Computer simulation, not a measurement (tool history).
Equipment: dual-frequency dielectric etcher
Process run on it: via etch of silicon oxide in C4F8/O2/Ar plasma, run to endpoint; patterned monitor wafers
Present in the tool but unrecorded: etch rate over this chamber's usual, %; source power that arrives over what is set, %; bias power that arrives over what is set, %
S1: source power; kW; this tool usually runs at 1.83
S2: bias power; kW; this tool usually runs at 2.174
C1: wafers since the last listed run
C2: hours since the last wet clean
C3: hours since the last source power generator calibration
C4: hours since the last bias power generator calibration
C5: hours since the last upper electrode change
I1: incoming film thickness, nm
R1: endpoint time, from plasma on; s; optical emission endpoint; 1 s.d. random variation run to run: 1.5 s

run    hour    S1     S2   C1     C2      C3      C4      C5      I1     R1
  1       0  1.83  2.174    0  123.1  3143.8   912.4    3451  1284.9  238.7
  2    40.5  1.83  2.174  147  163.6  3184.3   952.9  3491.5  1290.8  240.6
  3    84.3  1.83  2.174  159  207.4  3228.1   996.7  3535.3  1297.4  243.4
  4   121.9  1.83  2.174  136    245  3265.7  1034.3  3572.9  1288.2  242.1
      307.7  -- wet clean of the chamber
  5     325  1.83  1.831  650   17.3  3468.8  1237.4    3776    1303  262.7
  6   390.6  1.83  2.174  238   82.9  3534.4    1303  3841.6  1287.4  250.6
  7   449.6  1.83  2.174  214  141.9  3593.4    1362  3900.6  1298.4  251.4
  8   525.5  1.83  2.174  275  217.8  3669.3  1437.9  3976.5  1287.5  252.2
      584.9  -- wet clean of the chamber, repeated, since the last time left the tool worse
  9   585.4  1.83  2.174  130    0.5  3729.2  1497.8  4036.4  1280.2    233
 10   625.6  1.83  2.174  145   40.7  3769.4    1538  4076.6  1297.5  237.4
 11   685.9  1.83  1.863  218    101  3829.7  1598.3  4136.9  1299.3  248.3
      750.9  -- upper electrode replaced
 12   755.6  1.83  2.174  165  170.7  3899.4    1668     4.7  1293.3    239
 13   815.7  1.67  1.905  218  230.8  3959.5  1728.1    64.8  1283.3  255.4
      837.5  -- bias power generator calibrated
 14     846  2.22   1.72   95  261.1  3989.8     8.5    95.1  1280.6  228.8
 15   892.5  1.66  1.798  168  307.6  4036.3      55   141.6    1283    263
 16   970.2  2.11  1.854  282  385.3    4114   132.7   219.3  1315.9  238.9
 17  1014.7     2  2.469  161  429.8  4158.5   177.2   263.8  1277.2  224.5
     1056.5  -- wet clean of the chamber
 18    1057  1.54   1.63   66    0.5  4200.8   219.5   306.1  1286.7  278.9
     1082.6  -- source power generator calibrated
 19  1084.5  1.39  2.174   85     28     1.9     247   333.6  1305.8  274.6
 20  1137.6  2.26  2.377  192   81.1      55   300.1   386.7  1286.9  208.6
 21  1181.4  1.99  2.717  159  124.9    98.8   343.9   430.5  1298.3  218.1
 22  1210.8  1.54   1.63  106  154.3   128.2   373.3   459.9  1288.5  282.5
 23    1260  2.03  1.807  178  203.5   177.4   422.5   509.1  1300.9  239.3
 24  1328.1  1.83  2.174  247  271.6   245.5   490.6   577.2  1289.2  239.7
 25  1368.3  2.05   2.32  145  311.8   285.7   530.8   617.4  1294.1  225.9

Here are 4 independent what-if runs from the current tool condition. What would each one return?
  A  1368.8  1.83  2.174   1  312.3  286.2  531.3  617.9  1285.8   ?
  B  1368.8   1.4   1.79   1  312.3  286.2  531.3  617.9  1285.8   ?
  C  1368.8   1.5  2.589   1  312.3  286.2  531.3  617.9  1285.8   ?
  D  1368.8  1.83  1.837   1  312.3  286.2  531.3  617.9  1285.8   ?

run     R1
  A  241.5
  B  291.7
  C  255.1
  D  251.9
What these runs would have given with no unlogged condition in the tool:
run     R1
  A  236.6
  B  285.8
  C    250
  D  246.8
